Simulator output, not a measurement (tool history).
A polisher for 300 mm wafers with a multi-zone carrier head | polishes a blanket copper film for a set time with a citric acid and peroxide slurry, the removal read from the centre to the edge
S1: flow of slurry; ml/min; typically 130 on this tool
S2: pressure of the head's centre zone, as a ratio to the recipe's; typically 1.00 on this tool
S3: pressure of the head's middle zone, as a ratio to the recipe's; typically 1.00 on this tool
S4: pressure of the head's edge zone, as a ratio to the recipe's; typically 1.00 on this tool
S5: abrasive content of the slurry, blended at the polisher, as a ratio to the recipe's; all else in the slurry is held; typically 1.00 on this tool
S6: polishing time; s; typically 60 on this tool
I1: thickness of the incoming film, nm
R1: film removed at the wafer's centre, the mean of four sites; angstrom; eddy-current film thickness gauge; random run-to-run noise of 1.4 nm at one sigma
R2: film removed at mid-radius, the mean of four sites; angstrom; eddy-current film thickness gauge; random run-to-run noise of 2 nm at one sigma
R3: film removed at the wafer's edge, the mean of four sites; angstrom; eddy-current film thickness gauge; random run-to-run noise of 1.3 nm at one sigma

{"run": 1, "hour": 0.0, "S1": 130, "S2": 0.94, "S3": 1.0, "S4": 1.0, "S5": 1.0, "S6": 53, "I1": 1138.8, "R1": 1497, "R2": 1666, "R3": 1643}
{"hour": 2.0, "done": "slurry nozzle cleaned"}
{"hour": 60.1, "done": "worn pad replaced by a new one"}
{"run": 2, "hour": 90.1, "S1": 130, "S2": 1.06, "S3": 1.0, "S4": 1.0, "S5": 1.0, "S6": 60, "I1": 1162.8, "R1": 1929, "R2": 1891, "R3": 1869}
{"run": 3, "hour": 145.4, "S1": 130, "S2": 0.92, "S3": 1.06, "S4": 1.0, "S5": 1.15, "S6": 60, "I1": 1125.6, "R1": 1680, "R2": 2041, "R3": 1912}
{"hour": 204.4, "done": "edge zone pressure recalibrated"}
{"run": 4, "hour": 213.4, "S1": 130, "S2": 1.0, "S3": 1.0, "S4": 1.0, "S5": 1.0, "S6": 60, "I1": 1135.6, "R1": 1790, "R2": 1899, "R3": 1868}
{"run": 5, "hour": 281.2, "S1": 130, "S2": 1.0, "S3": 1.0, "S4": 1.0, "S5": 1.0, "S6": 60, "I1": 1132.2, "R1": 1791, "R2": 1900, "R3": 1840}
{"run": 6, "hour": 366.3, "S1": 130, "S2": 0.89, "S3": 0.9, "S4": 1.0, "S5": 1.0, "S6": 60, "I1": 1149.4, "R1": 1596, "R2": 1723, "R3": 1847}
{"run": 7, "hour": 447.6, "S1": 130, "S2": 1.0, "S3": 1.0, "S4": 1.0, "S5": 1.0, "S6": 60, "I1": 1136.7, "R1": 1808, "R2": 1894, "R3": 1857}
{"run": 8, "hour": 511.8, "S1": 130, "S2": 1.0, "S3": 0.9, "S4": 1.0, "S5": 1.0, "S6": 60, "I1": 1125.8, "R1": 1774, "R2": 1730, "R3": 1864}
{"run": 9, "hour": 564.0, "S1": 130, "S2": 1.0, "S3": 1.0, "S4": 1.0, "S5": 1.0, "S6": 65, "I1": 1124.3, "R1": 1944, "R2": 2012, "R3": 1992}
{"run": 10, "hour": 644.9, "S1": 130, "S2": 1.0, "S3": 1.0, "S4": 0.97, "S5": 1.0, "S6": 75, "I1": 1138.0, "R1": 2244, "R2": 2338, "R3": 2279}
{"hour": 657.0, "done": "carrier head's membrane replaced by a new one"}
{"hour": 714.1, "done": "worn pad replaced by a new one"}
{"run": 11, "hour": 736.9, "S1": 130, "S2": 1.0, "S3": 1.0, "S4": 1.0, "S5": 1.0, "S6": 60, "I1": 1149.1, "R1": 1768, "R2": 1883, "R3": 1850}
{"hour": 778.1, "done": "slurry nozzle cleaned"}
{"run": 12, "hour": 780.5, "S1": 130, "S2": 1.0, "S3": 0.95, "S4": 1.1, "S5": 1.0, "S6": 44, "I1": 1152.0, "R1": 1295, "R2": 1319, "R3": 1435}
{"hour": 828.5, "done": "edge zone pressure recalibrated"}
{"hour": 853.9, "done": "centre zone pressure recalibrated"}
{"run": 13, "hour": 884.6, "S1": 130, "S2": 1.07, "S3": 1.0, "S4": 1.0, "S5": 1.2, "S6": 60, "I1": 1132.5, "R1": 2034, "R2": 1934, "R3": 1901}
{"run": 14, "hour": 989.5, "S1": 130, "S2": 1.0, "S3": 1.09, "S4": 1.0, "S5": 1.0, "S6": 60, "I1": 1119.7, "R1": 1833, "R2": 2047, "R3": 1855}
{"run": 15, "hour": 1048.8, "S1": 130, "S2": 1.0, "S3": 1.0, "S4": 1.0, "S5": 1.3, "S6": 74, "I1": 1114.0, "R1": 2323, "R2": 2422, "R3": 2396}
{"run": 16, "hour": 1355.6, "S1": 130, "S2": 1.07, "S3": 1.0, "S4": 1.0, "S5": 1.2, "S6": 60, "I1": 1142.6, "R1": 1990, "R2": 1949, "R3": 1889}
{"run": 17, "hour": 1409.5, "S1": 170, "S2": 1.0, "S3": 1.0, "S4": 1.0, "S5": 1.0, "S6": 60, "I1": 1155.9, "R1": 1853, "R2": 1909, "R3": 1913}
{"run": 18, "hour": 1456.1, "S1": 105, "S2": 1.0, "S3": 1.0, "S4": 1.0, "S5": 1.0, "S6": 60, "I1": 1141.1, "R1": 1751, "R2": 1869, "R3": 1809}
{"hour": 1532.5, "done": "worn pad replaced by a new one"}
{"run": 19, "hour": 1556.0, "S1": 95, "S2": 1.05, "S3": 1.0, "S4": 1.0, "S5": 0.75, "S6": 44, "I1": 1155.3, "R1": 1265, "R2": 1299, "R3": 1273}
{"hour": 1600.1, "done": "edge zone pressure recalibrated"}
{"hour": 1602.7, "done": "slurry nozzle cleaned"}
{"run": 20, "hour": 1647.7, "S1": 130, "S2": 1.0, "S3": 1.0, "S4": 1.0, "S5": 1.0, "S6": 60, "I1": 1127.5, "R1": 1792, "R2": 1864, "R3": 1859}

What if the next run were any one of these 5? Each begins from the tool's condition after run 20:
{"run": "A", "hour": 1648.1, "S1": 130, "S2": 1.0, "S3": 1.0, "S4": 1.06, "S5": 1.0, "S6": 60, "I1": 1138.1, "R1": "?", "R2": "?", "R3": "?"}
{"run": "B", "hour": 1648.1, "S1": 130, "S2": 0.94, "S3": 1.12, "S4": 1.0, "S5": 1.0, "S6": 60, "I1": 1138.1, "R1": "?", "R2": "?", "R3": "?"}
{"run": "C", "hour": 1648.1, "S1": 130, "S2": 0.97, "S3": 1.11, "S4": 1.0, "S5": 0.85, "S6": 70, "I1": 1138.1, "R1": "?", "R2": "?", "R3": "?"}
{"run": "D", "hour": 1648.1, "S1": 130, "S2": 1.0, "S3": 1.06, "S4": 1.0, "S5": 1.0, "S6": 60, "I1": 1138.1, "R1": "?", "R2": "?", "R3": "?"}
{"run": "E", "hour": 1648.1, "S1": 130, "S2": 1.0, "S3": 1.09, "S4": 0.88, "S5": 0.7, "S6": 60, "I1": 1138.1, "R1": "?", "R2": "?", "R3": "?"}

run=A R1=1799 R2=1908 R3=1938
run=B R1=1691 R2=2102 R3=1881
run=C R1=1991 R2=2379 R3=2145
run=D R1=1799 R2=2005 R3=1882
run=E R1=1716 R2=1958 R3=1690
With no hidden state in the tool, these same runs would have given:
run=A R1=1859 R2=1908 R3=1938
run=B R1=1748 R2=2102 R3=1881
run=C R1=2058 R2=2378 R3=2145
run=D R1=1860 R2=2004 R3=1882
run=E R1=1774 R2=1958 R3=1690
